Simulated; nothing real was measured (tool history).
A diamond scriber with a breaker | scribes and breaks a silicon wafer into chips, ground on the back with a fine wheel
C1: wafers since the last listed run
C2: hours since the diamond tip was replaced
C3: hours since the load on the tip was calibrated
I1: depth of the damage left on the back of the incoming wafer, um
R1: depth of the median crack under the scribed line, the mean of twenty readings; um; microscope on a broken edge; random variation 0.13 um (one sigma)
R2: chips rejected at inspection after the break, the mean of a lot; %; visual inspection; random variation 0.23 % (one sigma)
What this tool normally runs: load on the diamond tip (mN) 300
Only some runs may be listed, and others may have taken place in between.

{"run": 1, "hour": 0.0, "load on the diamond tip (mN)": 300, "C1": 0, "C2": 406.1, "C3": 75.4, "I1": 2.79, "R1": 8.71, "R2": 4.82}
{"run": 2, "hour": 85.5, "load on the diamond tip (mN)": 300, "C1": 162, "C2": 491.6, "C3": 160.9, "I1": 2.92, "R1": 8.62, "R2": 6.3}
{"run": 3, "hour": 139.9, "load on the diamond tip (mN)": 300, "C1": 103, "C2": 546, "C3": 215.3, "I1": 2.95, "R1": 8.53, "R2": 5.7}
{"run": 4, "hour": 178.2, "load on the diamond tip (mN)": 268, "C1": 72, "C2": 584.3, "C3": 253.6, "I1": 2.96, "R1": 7.8, "R2": 8.23}
{"run": 5, "hour": 249.8, "load on the diamond tip (mN)": 268, "C1": 136, "C2": 655.9, "C3": 325.2, "I1": 2.33, "R1": 7.76, "R2": 4.88}
{"run": 6, "hour": 281.4, "load on the diamond tip (mN)": 268, "C1": 60, "C2": 687.5, "C3": 356.8, "I1": 2.38, "R1": 7.74, "R2": 4.89}
{"run": 7, "hour": 352.8, "load on the diamond tip (mN)": 300, "C1": 135, "C2": 758.9, "C3": 428.2, "I1": 1.71, "R1": 8.98, "R2": 1.72}
{"run": 8, "hour": 394.3, "load on the diamond tip (mN)": 300, "C1": 78, "C2": 800.4, "C3": 469.7, "I1": 2.17, "R1": 8.86, "R2": 3.38}
{"run": 9, "hour": 422.1, "load on the diamond tip (mN)": 300, "C1": 52, "C2": 828.2, "C3": 497.5, "I1": 1.68, "R1": 8.72, "R2": 1.92}
{"run": 10, "hour": 493.1, "load on the diamond tip (mN)": 300, "C1": 135, "C2": 899.2, "C3": 568.5, "I1": 2.65, "R1": 8.9, "R2": 4.23}
{"hour": 495.9, "done": "diamond tip replaced by a new one"}
{"run": 11, "hour": 563.4, "load on the diamond tip (mN)": 300, "C1": 129, "C2": 67.5, "C3": 638.8, "I1": 2.02, "R1": 8.87, "R2": 2.75}
{"run": 12, "hour": 634.2, "load on the diamond tip (mN)": 262, "C1": 134, "C2": 138.3, "C3": 709.6, "I1": 2.3, "R1": 8.12, "R2": 3.62}

Run 13, settings as shown, results not yet in. Your forecast:
{"hour": 668.8, "done": "load on the tip recalibrated"}
{"run": 13, "hour": 697.8, "load on the diamond tip (mN)": 259, "C1": 117, "C2": 201.9, "C3": 29, "I1": 1.63, "R1": "?", "R2": "?"}

{"run 13": {"R1": 7.9, "R2": 3.38}}
With the hidden condition absent and the run-to-run variation left alone, this run would have shown R1 7.88 um, R2 3.46 %.
